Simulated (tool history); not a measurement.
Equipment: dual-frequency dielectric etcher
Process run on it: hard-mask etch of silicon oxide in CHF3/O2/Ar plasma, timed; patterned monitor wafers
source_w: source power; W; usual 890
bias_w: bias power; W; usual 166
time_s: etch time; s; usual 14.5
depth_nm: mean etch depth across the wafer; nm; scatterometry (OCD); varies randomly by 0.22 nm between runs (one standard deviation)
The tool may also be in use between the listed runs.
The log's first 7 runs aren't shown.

run,day,source_w,bias_w,time_s,wafers since the last listed run,hours since the last wet clean,hours since the last source power generator calibration,hours since the last bias power generator calibration,hours since the last upper electrode change,hours since the gauge calibration,"read-back reference wafer on the same gauge, depth_nm",depth_nm
8,3.167,890,153,14.5,188,401.3,4344.6,4091.6,3104.3,162,32.95,29.45
9,5.229,890,153,14.5,898,450.8,4394.1,4141.1,3153.8,211.5,32.92,29.65
10,5.858,890,166,14.5,274,465.9,4409.2,4156.2,3168.9,226.6,32.85,30.44
11,6.458,890,166,14.5,261,480.3,4423.6,4170.6,3183.3,241,32.95,30.05
12,6.9,890,133,16,192,490.9,4434.2,4181.2,3193.9,251.6,32.94,31.47
13,7.533,890,166,14.5,275,506.1,4449.4,4196.4,3209.1,266.8,32.83,30.05
14,8.046,890,166,14.5,223,518.4,4461.7,4208.7,3221.4,279.1,32.84,29.88
# day 8.238: source power generator calibrated
15,8.433,890,166,16,96,527.7,4.7,4218,3230.7,288.4,32.89,33.19
16,8.708,890,144,18,119,534.3,11.3,4224.6,3237.3,295,32.87,35.84
# day 9.779: wet clean of the chamber
17,9.8,990,166,12,39,0.5,37.5,4250.8,3263.5,321.2,32.92,27.28
18,9.812,890,166,14.5,5,0.8,37.8,4251.1,3263.8,321.5,32.92,31.67
19,9.829,1030,166,10.5,7,1.2,38.2,4251.5,3264.2,321.9,32.93,24.19
20,10.096,890,166,16,116,7.6,44.6,4257.9,3270.6,328.3,32.89,34.9
# day 10.512: gauge calibrated
# day 11.033: bias power generator calibrated
# day 11.229: upper electrode replaced
21,11.25,890,166,14.5,345,35.3,72.3,5.2,0.5,17.7,32.82,31.6
22,11.467,1090,195,17,94,40.5,77.5,10.4,5.7,22.9,32.94,40.87
23,12.021,890,166,14.5,241,53.8,90.8,23.7,19,36.2,32.85,31.68
24,12.717,890,166,14.5,303,70.5,107.5,40.4,35.7,52.9,32.9,31.15
25,13.054,980,166,16.5,146,78.6,115.6,48.5,43.8,61,33.04,36.93
26,13.512,800,196,12.5,199,89.6,126.6,59.5,54.8,72,32.81,27.4
27,14.208,1070,201,11,303,106.3,143.3,76.2,71.5,88.7,32.87,26.49
28,14.746,890,134,14.5,234,119.2,156.2,89.1,84.4,101.6,32.86,29.89
29,15.462,1040,166,19,312,136.4,173.4,106.3,101.6,118.8,32.86,43.36
30,15.862,810,144,14.5,174,146,183,115.9,111.2,128.4,32.94,29.6

Here are 3 independent what-if runs from the current tool condition. What would each one return?
A,15.879,890,133,14.5,7,146.4,183.4,116.3,111.6,128.8,?,?
B,15.879,780,182,13,7,146.4,183.4,116.3,111.6,128.8,?,?
C,15.879,680,166,14.5,7,146.4,183.4,116.3,111.6,128.8,?,?

run,"read-back reference wafer on the same gauge, depth_nm",depth_nm
A,32.92,30.1
B,32.92,27.76
C,32.92,29.1
Had the tool no hidden state, the same runs would have come out as:
run,depth_nm
A,30.39
B,28.03
C,29.37
